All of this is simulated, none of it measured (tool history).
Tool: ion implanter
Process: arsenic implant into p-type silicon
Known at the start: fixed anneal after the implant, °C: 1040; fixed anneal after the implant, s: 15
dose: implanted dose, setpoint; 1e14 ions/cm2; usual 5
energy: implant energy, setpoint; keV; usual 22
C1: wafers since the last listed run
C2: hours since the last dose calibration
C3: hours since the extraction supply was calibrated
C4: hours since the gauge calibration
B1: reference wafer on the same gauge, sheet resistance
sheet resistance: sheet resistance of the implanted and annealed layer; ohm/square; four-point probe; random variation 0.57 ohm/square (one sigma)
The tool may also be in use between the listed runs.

run 1 hour=0 | dose=5 energy=22 | C1=0 C2=1140.3 C3=684.8 C4=1553 | B1=170.93 | sheet_resistance=199.04
run 2 hour=45.7 | dose=5.66 energy=22 | C1=1904 C2=1186 C3=730.5 C4=1598.7 | B1=171.09 | sheet_resistance=181.82
run 3 hour=111.2 | dose=5.66 energy=22 | C1=2729 C2=1251.5 C3=796 C4=1664.2 | B1=171.07 | sheet_resistance=181.54
run 4 hour=214.8 | dose=5 energy=22 | C1=4316 C2=1355.1 C3=899.6 C4=1767.8 | B1=170.84 | sheet_resistance=199.23
run 5 hour=485.1 | dose=5 energy=22 | C1=11262 C2=1625.4 C3=1169.9 C4=2038.1 | B1=171 | sheet_resistance=198.91
run 6 hour=557 | dose=5 energy=22 | C1=2995 C2=1697.3 C3=1241.8 C4=2110 | B1=170.9 | sheet_resistance=197.68
run 7 hour=635.7 | dose=5 energy=19.5 | C1=3279 C2=1776 C3=1320.5 C4=2188.7 | B1=170.99 | sheet_resistance=201.16
run 8 hour=700.8 | dose=5 energy=22 | C1=2712 C2=1841.1 C3=1385.6 C4=2253.8 | B1=170.89 | sheet_resistance=197.95
run 9 hour=772.5 | dose=5 energy=22 | C1=2987 C2=1912.8 C3=1457.3 C4=2325.5 | B1=170.9 | sheet_resistance=196.46
run 10 hour=871.6 | dose=5 energy=22 | C1=4129 C2=2011.9 C3=1556.4 C4=2424.6 | B1=170.91 | sheet_resistance=196.27
-- hour=925.7 gauge calibrated
run 11 hour=972.2 | dose=5 energy=22 | C1=4191 C2=2112.5 C3=1657 C4=46.5 | B1=171.06 | sheet_resistance=197.14
run 12 hour=1064.1 | dose=5 energy=22 | C1=3829 C2=2204.4 C3=1748.9 C4=138.4 | B1=171.15 | sheet_resistance=195.58
-- hour=1083.8 Faraday cup replaced and dose calibrated
run 13 hour=1155 | dose=5 energy=22 | C1=3454 C2=71.2 C3=1839.8 C4=229.3 | B1=171.21 | sheet_resistance=201.42
run 14 hour=1239.9 | dose=5 energy=22 | C1=3537 C2=156.1 C3=1924.7 C4=314.2 | B1=170.97 | sheet_resistance=201.71
run 15 hour=1341.4 | dose=5 energy=22 | C1=4229 C2=257.6 C3=2026.2 C4=415.7 | B1=170.98 | sheet_resistance=200.44
run 16 hour=1389 | dose=5 energy=22 | C1=1983 C2=305.2 C3=2073.8 C4=463.3 | B1=171.09 | sheet_resistance=201.24
run 17 hour=1488.8 | dose=3.97 energy=19 | C1=4158 C2=405 C3=2173.6 C4=563.1 | B1=171.05 | sheet_resistance=243.72
run 18 hour=1591.9 | dose=6.34 energy=18.5 | C1=4295 C2=508.1 C3=2276.7 C4=666.2 | B1=170.85 | sheet_resistance=172.29
run 19 hour=1669.2 | dose=5 energy=22 | C1=3220 C2=585.4 C3=2354 C4=743.5 | B1=170.9 | sheet_resistance=200.73
run 20 hour=1772.5 | dose=6.3 energy=17 | C1=4304 C2=688.7 C3=2457.3 C4=846.8 | B1=170.81 | sheet_resistance=174.39
run 21 hour=1864.1 | dose=5 energy=22 | C1=3816 C2=780.3 C3=2548.9 C4=938.4 | B1=171.02 | sheet_resistance=200.5
-- hour=1918.5 extraction supply calibrated
run 22 hour=2119.6 | dose=5 energy=22 | C1=10312 C2=1035.8 C3=201.1 C4=1193.9 | B1=170.86 | sheet_resistance=200.1
run 23 hour=2159.5 | dose=5 energy=27 | C1=1662 C2=1075.7 C3=241 C4=1233.8 | B1=171.01 | sheet_resistance=193.77
run 24 hour=2240.3 | dose=5 energy=22 | C1=3366 C2=1156.5 C3=321.8 C4=1314.6 | B1=171.08 | sheet_resistance=199.5
run 25 hour=2331.8 | dose=5.69 energy=25 | C1=3812 C2=1248 C3=413.3 C4=1406.1 | B1=171.06 | sheet_resistance=179.01
run 26 hour=2380.6 | dose=5 energy=22 | C1=2033 C2=1296.8 C3=462.1 C4=1454.9 | B1=170.88 | sheet_resistance=200.19
run 27 hour=2417 | dose=5 energy=29 | C1=1516 C2=1333.2 C3=498.5 C4=1491.3 | B1=170.94 | sheet_resistance=191.54
run 28 hour=2524.9 | dose=5.64 energy=28.5 | C1=4495 C2=1441.1 C3=606.4 C4=1599.2 | B1=171.03 | sheet_resistance=174.94
run 29 hour=2564.2 | dose=4.59 energy=29 | C1=1637 C2=1480.4 C3=645.7 C4=1638.5 | B1=171.05 | sheet_resistance=204.66
run 30 hour=2635.4 | dose=5 energy=22 | C1=2966 C2=1551.6 C3=716.9 C4=1709.7 | B1=171.02 | sheet_resistance=197.72
run 31 hour=2735 | dose=5 energy=22 | C1=4149 C2=1651.2 C3=816.5 C4=1809.3 | B1=170.98 | sheet_resistance=198.28
run 32 hour=2788.4 | dose=4.1 energy=27.5 | C1=2224 C2=1704.6 C3=869.9 C4=1862.7 | B1=171.2 | sheet_resistance=223.78
run 33 hour=2876.1 | dose=3.98 energy=25.5 | C1=3654 C2=1792.3 C3=957.6 C4=1950.4 | B1=171.03 | sheet_resistance=229.7
run 34 hour=2946.9 | dose=5 energy=27.5 | C1=2949 C2=1863.1 C3=1028.4 C4=2021.2 | B1=171 | sheet_resistance=191.52
run 35 hour=3142.2 | dose=5.63 energy=22 | C1=8137 C2=2058.4 C3=1223.7 C4=2216.5 | B1=170.88 | sheet_resistance=180.03
run 36 hour=3217.5 | dose=3.86 energy=28 | C1=3137 C2=2133.7 C3=1299 C4=2291.8 | B1=170.95 | sheet_resistance=232
-- hour=3242.5 Faraday cup replaced and dose calibrated
run 37 hour=3263.8 | dose=5 energy=22 | C1=1595 C2=21.3 C3=1345.3 C4=2338.1 | B1=171.08 | sheet_resistance=202.28

Forecast each of these 4 alternatives for the next run:
run A hour=3264.2 | dose=5 energy=24.5 | C1=16 C2=21.7 C3=1345.7 C4=2338.5 | B1=? | sheet_resistance=?
run B hour=3264.2 | dose=5.73 energy=28 | C1=16 C2=21.7 C3=1345.7 C4=2338.5 | B1=? | sheet_resistance=?
run C hour=3264.2 | dose=5 energy=25.5 | C1=16 C2=21.7 C3=1345.7 C4=2338.5 | B1=? | sheet_resistance=?
run D hour=3264.2 | dose=4.18 energy=14.5 | C1=16 C2=21.7 C3=1345.7 C4=2338.5 | B1=? | sheet_resistance=?

run=A B1=170.9 sheet_resistance=197.89
run=B B1=170.9 sheet_resistance=175.13
run=C B1=170.9 sheet_resistance=196.77
run=D B1=170.9 sheet_resistance=241.13
Without the tool's hidden state the same runs would have given:
run=A sheet_resistance=197.27
run=B sheet_resistance=174.59
run=C sheet_resistance=196.15
run=D sheet_resistance=240.38

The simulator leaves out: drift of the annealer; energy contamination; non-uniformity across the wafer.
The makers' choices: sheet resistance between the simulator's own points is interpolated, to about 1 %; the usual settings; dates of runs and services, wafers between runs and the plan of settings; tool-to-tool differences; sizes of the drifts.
